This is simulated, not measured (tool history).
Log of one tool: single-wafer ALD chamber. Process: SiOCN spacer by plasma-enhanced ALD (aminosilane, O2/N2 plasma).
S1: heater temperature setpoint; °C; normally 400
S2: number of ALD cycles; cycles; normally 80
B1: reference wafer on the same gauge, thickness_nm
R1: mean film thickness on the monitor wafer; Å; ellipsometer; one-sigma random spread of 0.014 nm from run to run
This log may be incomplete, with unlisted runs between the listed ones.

run 1 hour=0 | S1=400 S2=84 | B1=6.099 | R1=57.76
run 2 hour=16.7 | S1=400 S2=80 | B1=6.102 | R1=55.35
run 3 hour=31.5 | S1=400 S2=80 | B1=6.1 | R1=55.25
run 4 hour=50.6 | S1=400 S2=80 | B1=6.098 | R1=55.12
run 5 hour=80.3 | S1=400 S2=80 | B1=6.106 | R1=55.02
run 6 hour=95.6 | S1=400 S2=80 | B1=6.103 | R1=55.07
run 7 hour=122.8 | S1=400 S2=80 | B1=6.106 | R1=55.28
run 8 hour=157.6 | S1=400 S2=90 | B1=6.107 | R1=62.42
run 9 hour=174.9 | S1=400 S2=90 | B1=6.11 | R1=62.39
run 10 hour=188.7 | S1=400 S2=80 | B1=6.11 | R1=55.28
run 11 hour=214.1 | S1=400 S2=80 | B1=6.115 | R1=55.03
run 12 hour=249.4 | S1=400 S2=80 | B1=6.112 | R1=55.45
run 13 hour=280.4 | S1=400 S2=80 | B1=6.113 | R1=55.29
run 14 hour=312.9 | S1=400 S2=80 | B1=6.123 | R1=55.33
run 15 hour=348.4 | S1=411 S2=80 | B1=6.128 | R1=53.01
run 16 hour=382.7 | S1=411 S2=80 | B1=6.132 | R1=53.39
run 17 hour=416.1 | S1=411 S2=80 | B1=6.129 | R1=53.18
run 18 hour=429.2 | S1=400 S2=80 | B1=6.135 | R1=55.24
run 19 hour=452.3 | S1=400 S2=80 | B1=6.138 | R1=55.49
run 20 hour=477.4 | S1=391 S2=69 | B1=6.134 | R1=47.85
run 21 hour=492.8 | S1=400 S2=80 | B1=6.135 | R1=55.58
run 22 hour=510.1 | S1=394 S2=74 | B1=6.137 | R1=51.29
run 23 hour=535.3 | S1=386 S2=80 | B1=6.141 | R1=55.65
run 24 hour=559.3 | S1=400 S2=80 | B1=6.143 | R1=55.25
run 25 hour=592.1 | S1=395 S2=80 | B1=6.155 | R1=55.53
run 26 hour=610.8 | S1=412 S2=80 | B1=6.15 | R1=53.42
run 27 hour=645.5 | S1=400 S2=67 | B1=6.161 | R1=46.6
-- hour=720.2 thermocouple changed; heater temperature recalibrated
run 28 hour=729.5 | S1=395 S2=80 | B1=6.168 | R1=55.92
-- hour=757.1 gauge calibrated
run 29 hour=759.2 | S1=400 S2=80 | B1=6.096 | R1=55.3
run 30 hour=778.7 | S1=387 S2=85 | B1=6.091 | R1=58.72
run 31 hour=806.4 | S1=400 S2=80 | B1=6.095 | R1=55.1
run 32 hour=819.5 | S1=405 S2=87 | B1=6.093 | R1=58.9
run 33 hour=846.5 | S1=394 S2=90 | B1=6.092 | R1=62
run 34 hour=875 | S1=389 S2=67 | B1=6.091 | R1=45.9
run 35 hour=887.7 | S1=400 S2=80 | B1=6.091 | R1=55.27
run 36 hour=913.1 | S1=400 S2=80 | B1=6.096 | R1=54.89
run 37 hour=947.6 | S1=410 S2=89 | B1=6.096 | R1=59.04
run 38 hour=980.4 | S1=386 S2=64 | B1=6.097 | R1=44.21
run 39 hour=997 | S1=400 S2=80 | B1=6.096 | R1=55.34

Here are 5 independent what-if runs from the current tool condition. What would each one return?
run A hour=997.6 | S1=400 S2=80 | B1=? | R1=?
run B hour=997.6 | S1=392 S2=87 | B1=? | R1=?
run C hour=997.6 | S1=389 S2=80 | B1=? | R1=?
run D hour=997.6 | S1=405 S2=88 | B1=? | R1=?
run E hour=997.6 | S1=400 S2=86 | B1=? | R1=?

run=A B1=6.099 R1=55
run=B B1=6.099 R1=59.81
run=C B1=6.099 R1=55
run=D B1=6.099 R1=59.47
run=E B1=6.099 R1=59.13
Without the tool's hidden state the same runs would have given:
run=A R1=54.95
run=B R1=59.75
run=C R1=54.95
run=D R1=59.41
run=E R1=59.07

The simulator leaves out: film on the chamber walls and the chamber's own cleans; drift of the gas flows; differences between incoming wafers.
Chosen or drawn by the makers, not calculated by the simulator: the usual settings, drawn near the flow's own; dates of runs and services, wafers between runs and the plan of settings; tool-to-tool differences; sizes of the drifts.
